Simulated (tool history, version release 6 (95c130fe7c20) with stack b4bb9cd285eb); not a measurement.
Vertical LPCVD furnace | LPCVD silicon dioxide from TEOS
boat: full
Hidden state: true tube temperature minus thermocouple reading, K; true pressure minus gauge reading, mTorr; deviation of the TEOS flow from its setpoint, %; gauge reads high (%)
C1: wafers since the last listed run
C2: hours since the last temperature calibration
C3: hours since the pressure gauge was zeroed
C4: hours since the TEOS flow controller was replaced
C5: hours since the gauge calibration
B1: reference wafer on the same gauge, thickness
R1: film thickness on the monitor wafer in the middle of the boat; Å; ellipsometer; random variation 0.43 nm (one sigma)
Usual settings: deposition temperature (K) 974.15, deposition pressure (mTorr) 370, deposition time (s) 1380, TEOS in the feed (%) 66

Run 1, hour 0: usual settings but TEOS in the feed (%) 58; C1 0; C2 3148; C3 2209.9; C4 4730.8; C5 324.2; B1 173.94. Result: R1 1934.2 Å.
Run 2, hour 30: usual settings; C1 509; C2 3178; C3 2239.9; C4 4760.8; C5 354.2; B1 173.89. Result: R1 2077.4 Å.
Run 3, hour 51.3: usual settings; C1 361; C2 3199.3; C3 2261.2; C4 4782.1; C5 375.5; B1 174.15. Result: R1 2068.9 Å.
Run 4, hour 74.4: usual settings; C1 392; C2 3222.4; C3 2284.3; C4 4805.2; C5 398.6; B1 173.85. Result: R1 2077.3 Å.
Run 5, hour 105.8: usual settings; C1 533; C2 3253.8; C3 2315.7; C4 4836.6; C5 430; B1 174.22. Result: R1 2090.6 Å.
Run 6, hour 132.6: usual settings; C1 455; C2 3280.6; C3 2342.5; C4 4863.4; C5 456.8; B1 174.04. Result: R1 2090.3 Å.
At hour 156.8: pressure gauge zeroed.
Run 7, hour 157.3: usual settings; C1 11; C2 3305.3; C3 0.5; C4 4888.1; C5 481.5; B1 174.09. Result: R1 2079.3 Å.
At hour 180.9: gauge calibrated.
Run 8, hour 184.5: usual settings; C1 462; C2 3332.5; C3 27.7; C4 4915.3; C5 3.6; B1 173.96. Result: R1 2076.6 Å.
Run 9, hour 200: usual settings; C1 263; C2 3348; C3 43.2; C4 4930.8; C5 19.1; B1 174. Result: R1 2091.3 Å.
At hour 250.1: thermocouples replaced and temperature profile calibrated.
Run 10, hour 250.6: usual settings; C1 451; C2 0.5; C3 93.8; C4 4981.4; C5 69.7; B1 173.91. Result: R1 1957.2 Å.
Run 11, hour 264.3: usual settings; C1 232; C2 14.2; C3 107.5; C4 4995.1; C5 83.4; B1 174.18. Result: R1 1954.8 Å.
Run 12, hour 294.8: usual settings; C1 518; C2 44.7; C3 138; C4 5025.6; C5 113.9; B1 174.08. Result: R1 1958 Å.
Run 13, hour 320.4: usual settings but deposition temperature (K) 963.15; C1 434; C2 70.3; C3 163.6; C4 5051.2; C5 139.5; B1 173.92. Result: R1 1512.6 Å.
At hour 350.7: TEOS flow controller replaced.
Run 14, hour 351.2: usual settings but deposition temperature (K) 963.15, deposition pressure (mTorr) 295, TEOS in the feed (%) 76; C1 115; C2 101.1; C3 194.4; C4 0.5; C5 170.3; B1 173.85. Result: R1 1447 Å.
Run 15, hour 371.7: usual settings but deposition temperature (K) 971.15, deposition pressure (mTorr) 300, deposition time (s) 1860, TEOS in the feed (%) 58; C1 348; C2 121.6; C3 214.9; C4 21; C5 190.8; B1 174.06. Result: R1 2077.2 Å.
Run 16, hour 385.7: usual settings but deposition time (s) 1110; C1 237; C2 135.6; C3 228.9; C4 35; C5 204.8; B1 174.08. Result: R1 1576.3 Å.
Run 17, hour 407.8: usual settings but deposition temperature (K) 962.15, deposition pressure (mTorr) 300, deposition time (s) 990, TEOS in the feed (%) 75; C1 375; C2 157.7; C3 251; C4 57.1; C5 226.9; B1 174.09. Result: R1 1017 Å.
Run 18, hour 443.8: usual settings but deposition time (s) 840; C1 611; C2 193.7; C3 287; C4 93.1; C5 262.9; B1 174. Result: R1 1195.5 Å.

3 ways to go on from here, each from the tool as it stands after run 18. What would each give?
Run A, hour 448.6: usual settings; C1 81; C2 198.5; C3 291.8; C4 97.9; C5 267.7; B1 ?. Result: R1 ?.
Run B, hour 448.6: usual settings but deposition temperature (K) 977.15, deposition time (s) 1890; C1 81; C2 198.5; C3 291.8; C4 97.9; C5 267.7; B1 ?. Result: R1 ?.
Run C, hour 448.6: usual settings but deposition temperature (K) 983.15; C1 81; C2 198.5; C3 291.8; C4 97.9; C5 267.7; B1 ?. Result: R1 ?.

run      B1      R1
  A  173.97  1962.6
  B  173.97  2880.9
  C  173.97  2413.2
Without the tool's hidden state the same runs would have given:
run      R1
  A  1933.2
  B  2837.9
  C  2377.6
